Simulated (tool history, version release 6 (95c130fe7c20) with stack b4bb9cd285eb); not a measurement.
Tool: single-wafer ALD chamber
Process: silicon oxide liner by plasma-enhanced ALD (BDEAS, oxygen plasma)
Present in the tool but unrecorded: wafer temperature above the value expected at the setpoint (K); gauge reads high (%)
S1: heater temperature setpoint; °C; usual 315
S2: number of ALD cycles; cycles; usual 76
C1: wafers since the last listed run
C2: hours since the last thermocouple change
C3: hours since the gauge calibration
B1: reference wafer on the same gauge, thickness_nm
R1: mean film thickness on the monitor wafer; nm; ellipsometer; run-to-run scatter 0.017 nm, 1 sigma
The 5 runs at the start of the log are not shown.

{"run": 6, "hour": 110.6, "S1": 315, "S2": 76, "C1": 120, "C2": 750.7, "C3": 409.1, "B1": 7.162, "R1": 6.988}
{"run": 7, "hour": 137.3, "S1": 315, "S2": 76, "C1": 176, "C2": 777.4, "C3": 435.8, "B1": 7.173, "R1": 6.999}
{"hour": 151.1, "done": "gauge calibrated"}
{"run": 8, "hour": 173.2, "S1": 307, "S2": 76, "C1": 237, "C2": 813.3, "C3": 22.1, "B1": 7.059, "R1": 6.971}
{"run": 9, "hour": 197.1, "S1": 307, "S2": 76, "C1": 157, "C2": 837.2, "C3": 46, "B1": 7.068, "R1": 6.991}
{"run": 10, "hour": 214.6, "S1": 315, "S2": 76, "C1": 115, "C2": 854.7, "C3": 63.5, "B1": 7.067, "R1": 6.878}
{"run": 11, "hour": 236.6, "S1": 315, "S2": 76, "C1": 145, "C2": 876.7, "C3": 85.5, "B1": 7.08, "R1": 6.911}
{"run": 12, "hour": 260.3, "S1": 315, "S2": 76, "C1": 156, "C2": 900.4, "C3": 109.2, "B1": 7.081, "R1": 6.925}
{"run": 13, "hour": 285.7, "S1": 303, "S2": 76, "C1": 167, "C2": 925.8, "C3": 134.6, "B1": 7.098, "R1": 7.055}
{"run": 14, "hour": 311.0, "S1": 303, "S2": 76, "C1": 167, "C2": 951.1, "C3": 159.9, "B1": 7.095, "R1": 7.043}
{"run": 15, "hour": 325.0, "S1": 308, "S2": 76, "C1": 92, "C2": 965.1, "C3": 173.9, "B1": 7.102, "R1": 7.044}
{"run": 16, "hour": 423.1, "S1": 315, "S2": 86, "C1": 648, "C2": 1063.2, "C3": 272, "B1": 7.131, "R1": 7.866}
{"run": 17, "hour": 452.2, "S1": 315, "S2": 76, "C1": 192, "C2": 1092.3, "C3": 301.1, "B1": 7.137, "R1": 7.014}
{"hour": 464.2, "done": "thermocouple changed; heater temperature recalibrated"}
{"run": 18, "hour": 466.5, "S1": 325, "S2": 91, "C1": 41, "C2": 2.3, "C3": 315.4, "B1": 7.14, "R1": 8.22}
{"run": 19, "hour": 498.4, "S1": 315, "S2": 76, "C1": 210, "C2": 34.2, "C3": 347.3, "B1": 7.146, "R1": 6.973}
{"run": 20, "hour": 531.0, "S1": 315, "S2": 76, "C1": 215, "C2": 66.8, "C3": 379.9, "B1": 7.167, "R1": 7}
{"run": 21, "hour": 565.1, "S1": 306, "S2": 80, "C1": 225, "C2": 100.9, "C3": 414, "B1": 7.168, "R1": 7.488}
{"hour": 580.6, "done": "gauge calibrated"}
{"run": 22, "hour": 590.8, "S1": 315, "S2": 63, "C1": 169, "C2": 126.6, "C3": 10.2, "B1": 7.06, "R1": 5.707}
{"run": 23, "hour": 622.3, "S1": 315, "S2": 89, "C1": 208, "C2": 158.1, "C3": 41.7, "B1": 7.068, "R1": 8.086}
{"run": 24, "hour": 655.3, "S1": 325, "S2": 85, "C1": 218, "C2": 191.1, "C3": 74.7, "B1": 7.08, "R1": 7.603}
{"run": 25, "hour": 675.6, "S1": 315, "S2": 76, "C1": 134, "C2": 211.4, "C3": 95, "B1": 7.079, "R1": 6.944}
{"run": 26, "hour": 697.2, "S1": 315, "S2": 62, "C1": 142, "C2": 233, "C3": 116.6, "B1": 7.093, "R1": 5.652}
{"run": 27, "hour": 723.6, "S1": 307, "S2": 65, "C1": 174, "C2": 259.4, "C3": 143, "B1": 7.092, "R1": 5.971}
{"run": 28, "hour": 740.2, "S1": 300, "S2": 90, "C1": 109, "C2": 276, "C3": 159.6, "B1": 7.107, "R1": 8.5}
{"run": 29, "hour": 761.3, "S1": 300, "S2": 90, "C1": 139, "C2": 297.1, "C3": 180.7, "B1": 7.11, "R1": 8.469}
{"run": 30, "hour": 795.9, "S1": 315, "S2": 76, "C1": 228, "C2": 331.7, "C3": 215.3, "B1": 7.121, "R1": 6.955}

Branching from run 30: 5 alternative next runs. What would each branch give?
{"run": "A", "hour": 796.4, "S1": 315, "S2": 76, "C1": 3, "C2": 332.2, "C3": 215.8, "B1": "?", "R1": "?"}
{"run": "B", "hour": 796.4, "S1": 309, "S2": 76, "C1": 3, "C2": 332.2, "C3": 215.8, "B1": "?", "R1": "?"}
{"run": "C", "hour": 796.4, "S1": 327, "S2": 70, "C1": 3, "C2": 332.2, "C3": 215.8, "B1": "?", "R1": "?"}
{"run": "D", "hour": 796.4, "S1": 319, "S2": 88, "C1": 3, "C2": 332.2, "C3": 215.8, "B1": "?", "R1": "?"}
{"run": "E", "hour": 796.4, "S1": 311, "S2": 69, "C1": 3, "C2": 332.2, "C3": 215.8, "B1": "?", "R1": "?"}

run=A B1=7.123 R1=6.938
run=B B1=7.123 R1=7.006
run=C B1=7.123 R1=6.266
run=D B1=7.123 R1=7.981
run=E B1=7.123 R1=6.34
With no hidden state in the tool, these same runs would have given:
run=A R1=6.883
run=B R1=6.95
run=C R1=6.216
run=D R1=7.918
run=E R1=6.29
